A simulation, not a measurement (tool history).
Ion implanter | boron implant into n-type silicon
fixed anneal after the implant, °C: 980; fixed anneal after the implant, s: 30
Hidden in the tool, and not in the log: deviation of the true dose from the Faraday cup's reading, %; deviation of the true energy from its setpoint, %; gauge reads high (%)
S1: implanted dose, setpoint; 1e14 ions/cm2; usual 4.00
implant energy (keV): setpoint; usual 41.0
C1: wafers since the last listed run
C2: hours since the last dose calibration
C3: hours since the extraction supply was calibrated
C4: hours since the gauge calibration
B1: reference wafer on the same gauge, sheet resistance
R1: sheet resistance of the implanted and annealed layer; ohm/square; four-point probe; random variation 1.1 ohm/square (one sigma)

run 1 hour=0.0 | S1=3.63 implant_energy_(keV)=41.0 | C1=0 C2=560.2 C3=3547.6 C4=297.0 | B1=209.91 | R1=284.93
run 2 hour=30.4 | S1=3.63 implant_energy_(keV)=41.0 | C1=850 C2=590.6 C3=3578.0 C4=327.4 | B1=210.06 | R1=285.20
run 3 hour=91.9 | S1=3.63 implant_energy_(keV)=41.0 | C1=1721 C2=652.1 C3=3639.5 C4=388.9 | B1=209.97 | R1=285.34
run 4 hour=142.2 | S1=3.25 implant_energy_(keV)=35.5 | C1=1408 C2=702.4 C3=3689.8 C4=439.2 | B1=210.05 | R1=316.89
run 5 hour=182.5 | S1=3.25 implant_energy_(keV)=35.5 | C1=1128 C2=742.7 C3=3730.1 C4=479.5 | B1=210.21 | R1=319.34
run 6 hour=239.1 | S1=3.25 implant_energy_(keV)=35.5 | C1=1584 C2=799.3 C3=3786.7 C4=536.1 | B1=209.74 | R1=317.20
run 7 hour=286.2 | S1=4.00 implant_energy_(keV)=46.0 | C1=1318 C2=846.4 C3=3833.8 C4=583.2 | B1=209.83 | R1=267.83
-- hour=339.6 Faraday cup replaced and dose calibrated
-- hour=395.5 extraction supply calibrated
run 8 hour=454.5 | S1=3.23 implant_energy_(keV)=41.0 | C1=4263 C2=114.9 C3=59.0 C4=751.5 | B1=209.92 | R1=307.64
run 9 hour=510.9 | S1=4.00 implant_energy_(keV)=48.0 | C1=1578 C2=171.3 C3=115.4 C4=807.9 | B1=210.03 | R1=258.85
run 10 hour=543.0 | S1=4.00 implant_energy_(keV)=48.0 | C1=898 C2=203.4 C3=147.5 C4=840.0 | B1=210.09 | R1=258.92
run 11 hour=608.6 | S1=4.30 implant_energy_(keV)=27.0 | C1=1836 C2=269.0 C3=213.1 C4=905.6 | B1=209.77 | R1=258.10
run 12 hour=658.0 | S1=3.24 implant_energy_(keV)=36.5 | C1=1382 C2=318.4 C3=262.5 C4=955.0 | B1=210.13 | R1=310.57
-- hour=705.6 gauge calibrated
run 13 hour=724.8 | S1=4.00 implant_energy_(keV)=47.5 | C1=1869 C2=385.2 C3=329.3 C4=19.2 | B1=210.16 | R1=258.84
run 14 hour=757.3 | S1=4.00 implant_energy_(keV)=41.0 | C1=909 C2=417.7 C3=361.8 C4=51.7 | B1=210.02 | R1=264.81
run 15 hour=820.3 | S1=4.00 implant_energy_(keV)=48.0 | C1=1763 C2=480.7 C3=424.8 C4=114.7 | B1=210.00 | R1=259.46
run 16 hour=859.7 | S1=4.00 implant_energy_(keV)=41.0 | C1=1102 C2=520.1 C3=464.2 C4=154.1 | B1=209.78 | R1=267.38
run 17 hour=908.7 | S1=4.54 implant_energy_(keV)=51.5 | C1=1371 C2=569.1 C3=513.2 C4=203.1 | B1=210.03 | R1=237.12
run 18 hour=939.8 | S1=4.00 implant_energy_(keV)=41.0 | C1=870 C2=600.2 C3=544.3 C4=234.2 | B1=209.99 | R1=267.16
run 19 hour=968.8 | S1=4.00 implant_energy_(keV)=45.5 | C1=811 C2=629.2 C3=573.3 C4=263.2 | B1=210.21 | R1=265.05
run 20 hour=1033.9 | S1=4.44 implant_energy_(keV)=35.0 | C1=1822 C2=694.3 C3=638.4 C4=328.3 | B1=209.89 | R1=250.63
run 21 hour=1073.3 | S1=3.67 implant_energy_(keV)=54.5 | C1=1102 C2=733.7 C3=677.8 C4=367.7 | B1=209.86 | R1=277.30

4 ways to go on from here, each from the tool as it stands after run 21. What would each give?
run A hour=1073.7 | S1=4.00 implant_energy_(keV)=41.0 | C1=11 C2=734.1 C3=678.2 C4=368.1 | B1=? | R1=?
run B hour=1073.7 | S1=3.43 implant_energy_(keV)=34.5 | C1=11 C2=734.1 C3=678.2 C4=368.1 | B1=? | R1=?
run C hour=1073.7 | S1=4.65 implant_energy_(keV)=30.5 | C1=11 C2=734.1 C3=678.2 C4=368.1 | B1=? | R1=?
run D hour=1073.7 | S1=4.00 implant_energy_(keV)=37.0 | C1=11 C2=734.1 C3=678.2 C4=368.1 | B1=? | R1=?

run=A B1=209.79 R1=267.14
run=B B1=209.79 R1=304.50
run=C B1=209.79 R1=243.64
run=D B1=209.79 R1=269.55
Without the tool's hidden state the same runs would have given:
run=A R1=260.47
run=B R1=296.96
run=C R1=237.30
run=D R1=262.76

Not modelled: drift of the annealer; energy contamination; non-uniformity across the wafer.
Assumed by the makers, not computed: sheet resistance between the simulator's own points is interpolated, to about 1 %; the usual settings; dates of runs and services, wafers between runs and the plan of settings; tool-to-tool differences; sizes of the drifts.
